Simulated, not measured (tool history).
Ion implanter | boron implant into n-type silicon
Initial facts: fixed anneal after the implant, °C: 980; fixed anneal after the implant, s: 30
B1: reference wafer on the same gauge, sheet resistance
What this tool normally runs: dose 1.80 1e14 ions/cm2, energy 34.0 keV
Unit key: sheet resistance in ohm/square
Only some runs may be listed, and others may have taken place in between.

run 1 hour=0.0 | dose=1.80 energy=34.0 | B1=444.94 | sheet_resistance=479.17
-- hour=74.0 Faraday cup replaced and dose calibrated
run 2 hour=74.5 | dose=1.80 energy=34.0 | B1=444.41 | sheet_resistance=461.44
-- hour=89.9 gauge calibrated
run 3 hour=136.8 | dose=1.80 energy=34.0 | B1=444.54 | sheet_resistance=464.28
run 4 hour=167.7 | dose=1.80 energy=34.0 | B1=444.86 | sheet_resistance=468.57
run 5 hour=198.8 | dose=1.80 energy=34.0 | B1=444.77 | sheet_resistance=469.92
run 6 hour=242.9 | dose=1.96 energy=38.0 | B1=444.65 | sheet_resistance=438.55
run 7 hour=272.5 | dose=1.96 energy=38.0 | B1=444.83 | sheet_resistance=437.30
run 8 hour=309.1 | dose=2.12 energy=34.0 | B1=445.42 | sheet_resistance=418.84
run 9 hour=377.4 | dose=2.12 energy=34.0 | B1=444.94 | sheet_resistance=423.32
run 10 hour=457.2 | dose=2.12 energy=34.0 | B1=445.18 | sheet_resistance=424.81
run 11 hour=515.6 | dose=1.61 energy=34.0 | B1=445.53 | sheet_resistance=516.46
run 12 hour=576.1 | dose=1.80 energy=34.0 | B1=444.41 | sheet_resistance=477.92
run 13 hour=621.4 | dose=1.80 energy=34.0 | B1=445.03 | sheet_resistance=475.95
run 14 hour=677.3 | dose=1.80 energy=34.0 | B1=444.94 | sheet_resistance=478.23
run 15 hour=734.0 | dose=2.13 energy=34.0 | B1=444.88 | sheet_resistance=425.53
run 16 hour=788.8 | dose=1.58 energy=29.0 | B1=445.68 | sheet_resistance=540.03
run 17 hour=848.0 | dose=1.36 energy=28.0 | B1=444.77 | sheet_resistance=606.83
-- hour=905.7 extraction supply calibrated
run 18 hour=906.2 | dose=1.80 energy=34.0 | B1=444.56 | sheet_resistance=481.06
-- hour=943.5 gauge calibrated
run 19 hour=953.8 | dose=1.97 energy=30.0 | B1=444.46 | sheet_resistance=459.62
run 20 hour=989.5 | dose=2.12 energy=34.0 | B1=443.91 | sheet_resistance=427.05
-- hour=1044.0 Faraday cup replaced and dose calibrated
run 21 hour=1054.4 | dose=1.51 energy=25.0 | B1=445.56 | sheet_resistance=554.37
run 22 hour=1120.9 | dose=1.80 energy=28.5 | B1=444.83 | sheet_resistance=482.85
run 23 hour=1174.2 | dose=1.80 energy=34.0 | B1=444.70 | sheet_resistance=470.81
run 24 hour=1243.7 | dose=1.80 energy=34.0 | B1=445.01 | sheet_resistance=472.02
run 25 hour=1304.9 | dose=1.99 energy=34.0 | B1=444.54 | sheet_resistance=441.35
run 26 hour=1340.9 | dose=1.80 energy=34.0 | B1=445.49 | sheet_resistance=475.90
run 27 hour=1405.4 | dose=1.80 energy=34.0 | B1=444.17 | sheet_resistance=478.39
run 28 hour=1462.8 | dose=2.10 energy=29.5 | B1=444.84 | sheet_resistance=435.15
run 29 hour=1520.0 | dose=1.53 energy=28.5 | B1=445.53 | sheet_resistance=554.02
run 30 hour=1550.0 | dose=2.00 energy=39.0 | B1=444.99 | sheet_resistance=434.91

Below are 4 alternative next runs, each starting from the tool's condition after run 30. Predict each:
run A hour=1550.4 | dose=1.80 energy=34.0 | B1=? | sheet_resistance=?
run B hour=1550.4 | dose=1.80 energy=22.0 | B1=? | sheet_resistance=?
run C hour=1550.4 | dose=2.00 energy=29.5 | B1=? | sheet_resistance=?
run D hour=1550.4 | dose=2.18 energy=34.0 | B1=? | sheet_resistance=?

run=A B1=444.83 sheet_resistance=477.61
run=B B1=444.83 sheet_resistance=509.98
run=C B1=444.83 sheet_resistance=453.00
run=D B1=444.83 sheet_resistance=417.80
Without the tool's unlogged condition, the same runs would have read:
run=A sheet_resistance=462.46
run=B sheet_resistance=492.64
run=C sheet_resistance=438.19
run=D sheet_resistance=404.37
